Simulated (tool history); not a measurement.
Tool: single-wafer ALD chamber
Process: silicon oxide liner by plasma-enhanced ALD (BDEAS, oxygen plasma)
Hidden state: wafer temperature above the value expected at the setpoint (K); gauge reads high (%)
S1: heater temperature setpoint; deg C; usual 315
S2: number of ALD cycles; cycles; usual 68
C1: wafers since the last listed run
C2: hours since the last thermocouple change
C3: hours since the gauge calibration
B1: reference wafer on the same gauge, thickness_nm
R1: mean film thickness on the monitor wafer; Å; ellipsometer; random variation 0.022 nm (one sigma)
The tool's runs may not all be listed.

run	day	S1	S2	C1	C2	C3	B1	R1
1	0	324	78	0	1379.1	64.1	5.18	70.01
2	0.633	324	78	99	1394.3	79.3	5.179	70.36
3	0.9	315	68	41	1400.7	85.7	5.178	61.37
4	1.408	315	68	80	1412.9	97.9	5.181	61.47
5	2.079	315	68	105	1429	114	5.181	61.78
6	2.65	315	68	89	1442.7	127.7	5.182	61.52
7	3.217	315	68	89	1456.3	141.3	5.179	61.39
8	3.854	315	68	100	1471.6	156.6	5.178	61.4
9	4.529	315	68	106	1487.8	172.8	5.182	61.51
10	5.15	315	68	97	1502.7	187.7	5.176	61.5
11	5.479	315	60	51	1510.6	195.6	5.18	53.94
12	5.783	321	58	47	1517.9	202.9	5.186	52.14
13	6.179	321	58	62	1527.4	212.4	5.191	52.08
14	6.821	305	68	101	1542.8	227.8	5.18	62.08
15	7.283	329	79	72	1553.9	238.9	5.188	70.62
16	7.829	301	62	85	1567	252	5.175	56.85
17	8.212	307	75	60	1576.2	261.2	5.174	68.73
18	8.712	315	68	78	1588.2	273.2	5.192	61.84
# day 8.875: gauge calibrated
19	9.054	328	58	53	1596.4	4.3	5.185	51.73
20	9.662	315	68	95	1611	18.9	5.177	61.47
21	10.362	311	78	110	1627.8	35.7	5.182	70.7
# day 10.971: thermocouple changed; heater temperature recalibrated
22	10.992	315	68	46	0.5	50.8	5.184	61.79
23	11.4	315	68	64	10.3	60.6	5.183	61.36
24	12.012	323	64	96	25	75.3	5.176	57.49
25	12.608	315	74	93	39.3	89.6	5.189	66.79
26	13.083	304	75	74	50.7	101	5.184	68.78
27	13.488	320	80	63	60.4	110.7	5.171	72.19
28	14.092	315	68	95	74.9	125.2	5.187	61.25
29	14.712	305	72	97	89.8	140.1	5.178	65.79

Forecast each of these 5 alternatives for the next run:
A	14.733	308	68	3	90.3	140.6	?	?
B	14.733	325	63	3	90.3	140.6	?	?
C	14.733	329	77	3	90.3	140.6	?	?
D	14.733	307	68	3	90.3	140.6	?	?
E	14.733	315	77	3	90.3	140.6	?	?

run	B1	R1
A	5.176	62.2
B	5.176	56.41
C	5.176	68.59
D	5.176	62.28
E	5.176	69.82
Without the tool's hidden state the same runs would have given:
run	R1
A	62.2
B	56.41
C	68.59
D	62.28
E	69.82
